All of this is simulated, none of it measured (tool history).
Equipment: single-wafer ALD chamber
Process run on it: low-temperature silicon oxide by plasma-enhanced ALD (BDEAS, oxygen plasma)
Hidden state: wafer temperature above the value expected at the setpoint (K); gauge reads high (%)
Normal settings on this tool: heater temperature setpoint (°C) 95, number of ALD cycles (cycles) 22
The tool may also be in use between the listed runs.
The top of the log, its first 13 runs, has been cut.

run	hour	heater temperature setpoint (°C)	number of ALD cycles (cycles)	wafers since the last listed run	hours since the last thermocouple change	hours since the gauge calibration	read-back reference wafer on the same gauge, thickness_nm	mean film thickness on the monitor wafer (nm)
14	276.2	95	22	271	2051	652	2.354	2.827
15	292.3	95	22	143	2067.1	668.1	2.354	2.822
16	317.9	95	25	228	2092.7	693.7	2.353	3.208
17	332.8	95	22	133	2107.6	708.6	2.354	2.818
18	366.9	82	19	304	2141.7	742.7	2.352	2.552
19	399.8	100	26	293	2174.6	775.6	2.347	3.27
# hour 416.2: gauge calibrated
20	421.1	104	20	190	2195.9	4.9	2.397	2.543
21	453.8	95	22	292	2228.6	37.6	2.396	2.869
22	485.5	81	25	283	2260.3	69.3	2.394	3.407
23	504.2	101	22	167	2279	88	2.394	2.813
24	535.6	83	21	280	2310.4	119.4	2.391	2.853
# hour 557.6: thermocouple changed; heater temperature recalibrated
25	558.1	82	20	129	0.5	141.9	2.39	2.723
26	614.6	90	25	504	57	198.4	2.383	3.312
27	632.3	95	22	158	74.7	216.1	2.384	2.86
28	647.2	108	18	133	89.6	231	2.382	2.266
29	668.2	101	25	187	110.6	252	2.383	3.172
30	700.2	103	19	285	142.6	284	2.381	2.411

Branching from run 30: 3 alternative next runs. What would each branch give?
A	700.6	95	22	3	143	284.4	?	?
B	700.6	88	18	3	143	284.4	?	?
C	700.6	101	26	3	143	284.4	?	?

run	read-back reference wafer on the same gauge, thickness_nm	mean film thickness on the monitor wafer (nm)
A	2.382	2.85
B	2.382	2.394
C	2.382	3.3
Had the tool no hidden state, the same runs would have come out as:
run	mean film thickness on the monitor wafer (nm)
A	2.874
B	2.414
C	3.328
